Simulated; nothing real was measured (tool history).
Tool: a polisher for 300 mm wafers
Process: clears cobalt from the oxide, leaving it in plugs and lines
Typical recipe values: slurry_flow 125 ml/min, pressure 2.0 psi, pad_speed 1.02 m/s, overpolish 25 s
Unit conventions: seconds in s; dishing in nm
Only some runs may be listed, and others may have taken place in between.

run     day  slurry_flow  pressure  pad_speed  overpolish  incoming thickness of the incoming film, nm  seconds  dishing
  1   0.000          125       2.0       1.02          25                                        358.0     75.5     45.4
      0.150  -- worn pad replaced by a new one
  2   1.492          125       2.0       1.02          25                                        359.1     69.8     45.8
  3   2.988          125       2.0       1.02          25                                        358.9     71.5     46.1
  4   4.054          125       2.0       1.02          25                                        353.8     70.8     46.7
  5   5.062          125       2.0       1.02          25                                        359.8     74.3     45.7
      5.692  -- worn pad replaced by a new one
  6   5.712          125       2.0       1.02          25                                        355.3     67.2     48.2
  7   6.467          125       1.5       1.02          25                                        351.4     87.1     43.6
  8   7.625          125       1.5       1.02          25                                        352.2     89.5     43.8
      8.150  -- slurry nozzle cleaned
  9   8.521          125       1.5       1.02          25                                        356.3     92.9     44.6
 10   9.192          125       2.0       1.02          25                                        356.6     68.7     45.8
 11   9.983          125       2.0       1.02          25                                        356.7     69.0     46.5
     10.462  -- worn pad replaced by a new one
 12  11.162          125       2.0       1.02          33                                        357.0     65.9     48.7
 13  11.967          125       2.0       1.02          25                                        353.4     66.5     46.1
 14  13.162          125       2.0       1.02          25                                        362.4     68.0     47.2
 15  13.971          105       2.0       0.84          25                                        361.7     79.9     45.3
 16  14.592          125       2.0       1.02          25                                        354.8     67.8     46.9
 17  15.350          125       2.0       1.30          30                                        355.4     58.2     48.8
     16.054  -- worn pad replaced by a new one
 18  16.742          125       2.3       0.84          25                                        360.2     64.1     47.6
     16.912  -- head pressure recalibrated
 19  17.579          125       2.0       1.02          25                                        349.4     67.3     47.0
 20  18.288          125       2.0       1.02          11                                        351.2     67.9     34.8
 21  19.392          125       2.0       1.22          13                                        355.7     63.9     39.0
 22  20.308          125       1.6       0.74          16                                        353.9    111.2     33.4
 23  20.900          125       2.6       1.02          25                                        361.0     58.7     47.3
     22.042  -- worn pad replaced by a new one
 24  24.908          125       2.4       1.02          25                                        356.3     58.9     48.1
     25.542  -- slurry nozzle cleaned
 25  26.225          125       2.0       1.02          25                                        359.7     72.5     46.1

For each run, what was the tool's unlogged condition?
slurry flow missing at the pad, %: 0, the same for each run
H1: removal rate lost through wear of the pad, %
H2: deviation of the head's pressure from its setpoint, %
run     H1     H2
  1   10.3  0.903
  2   2.02   1.39
  3   4.02   1.92
  4   6.32   2.32
  5   9.17   2.72
  6  0.225   2.98
  7  0.417    3.3
  8   1.42    3.8
  9   2.79    4.2
 10   4.15   4.51
 11   6.12   4.89
 12  0.268   5.47
 13  0.836   5.88
 14   2.45    6.5
 15   4.05   6.94
 16   5.57   7.28
 17   7.76   7.71
 18   1.33   8.52
 19   1.92  0.611
 20   2.77  0.623
 21   4.75  0.658
 22   6.98  0.702
 23    8.7  0.737
 24   3.26   1.13
 25   6.24   1.32
